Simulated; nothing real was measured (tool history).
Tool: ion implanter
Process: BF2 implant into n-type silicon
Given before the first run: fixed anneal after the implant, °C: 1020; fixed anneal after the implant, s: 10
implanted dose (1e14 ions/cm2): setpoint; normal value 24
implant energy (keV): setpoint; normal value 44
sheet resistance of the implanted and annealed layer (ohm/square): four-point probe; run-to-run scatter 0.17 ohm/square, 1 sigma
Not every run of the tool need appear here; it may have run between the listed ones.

run   hour  implanted dose (1e14 ions/cm2)  implant energy (keV)  wafers since the last listed run  hours since the last dose calibration  hours since the extraction supply was calibrated  hours since the gauge calibration  read-back reference wafer on the same gauge, sheet resistance  sheet resistance of the implanted and annealed layer (ohm/square)
  1      0                              24                    44                                 0                                  619.9                                            4458.1                               75.8                                                         124.93                                                             110.92
  2   16.2                              24                    51                               253                                  636.1                                            4474.3                                 92                                                         124.82                                                             101.64
  3   22.5                              24                    51                                98                                  642.4                                            4480.6                               98.3                                                          124.9                                                             101.54
  4   40.2                           27.58                    44                               277                                  660.1                                            4498.3                                116                                                         124.85                                                             109.52
  5   53.7                              24                    44                               211                                  673.6                                            4511.8                              129.5                                                         124.66                                                             110.61
  6   67.7                              24                    44                               219                                  687.6                                            4525.8                              143.5                                                         124.58                                                             110.79
  7   78.6                           22.45                    49                               170                                  698.5                                            4536.7                              154.4                                                         124.65                                                              104.5
  8   84.8                           22.45                    49                                97                                  704.7                                            4542.9                              160.6                                                         124.69                                                             104.62
  9  109.2                           22.45                    49                               382                                  729.1                                            4567.3                                185                                                         124.53                                                              104.5
 10  125.1                              24                    44                               249                                    745                                            4583.2                              200.9                                                         124.59                                                             110.06
 11  141.5                              24                    44                               256                                  761.4                                            4599.6                              217.3                                                         124.46                                                             110.18
 12  152.8                              24                    44                               176                                  772.7                                            4610.9                              228.6                                                         124.29                                                             110.08
 13  160.2                              24                    44                               115                                  780.1                                            4618.3                                236                                                         124.36                                                             110.28
 14  176.1                              24                    44                               249                                    796                                            4634.2                              251.9                                                         124.21                                                             109.86
 15  191.3                           18.53                    31                               238                                  811.2                                            4649.4                              267.1                                                         124.11                                                              135.6
 16  197.7                              24                    49                               100                                  817.6                                            4655.8                              273.5                                                         124.12                                                              103.6
 17  207.2                              24                    44                               148                                  827.1                                            4665.3                                283                                                         123.91                                                             110.13
 18  217.4                              24                  39.5                               159                                  837.3                                            4675.5                              293.2                                                         123.97                                                             116.83

The next listed run, before its measurement:
     229.5  -- extraction supply calibrated
 19   230                           28.45                    52                                72                                  849.9                                               0.5                              305.8                                                              ?                                                                  ?

read-back reference wafer on the same gauge, sheet resistance: 123.97
sheet resistance of the implanted and annealed layer (ohm/square): 98.43
With no hidden state in the tool, this same run would have given sheet resistance of the implanted and annealed layer (ohm/square) 99.32.
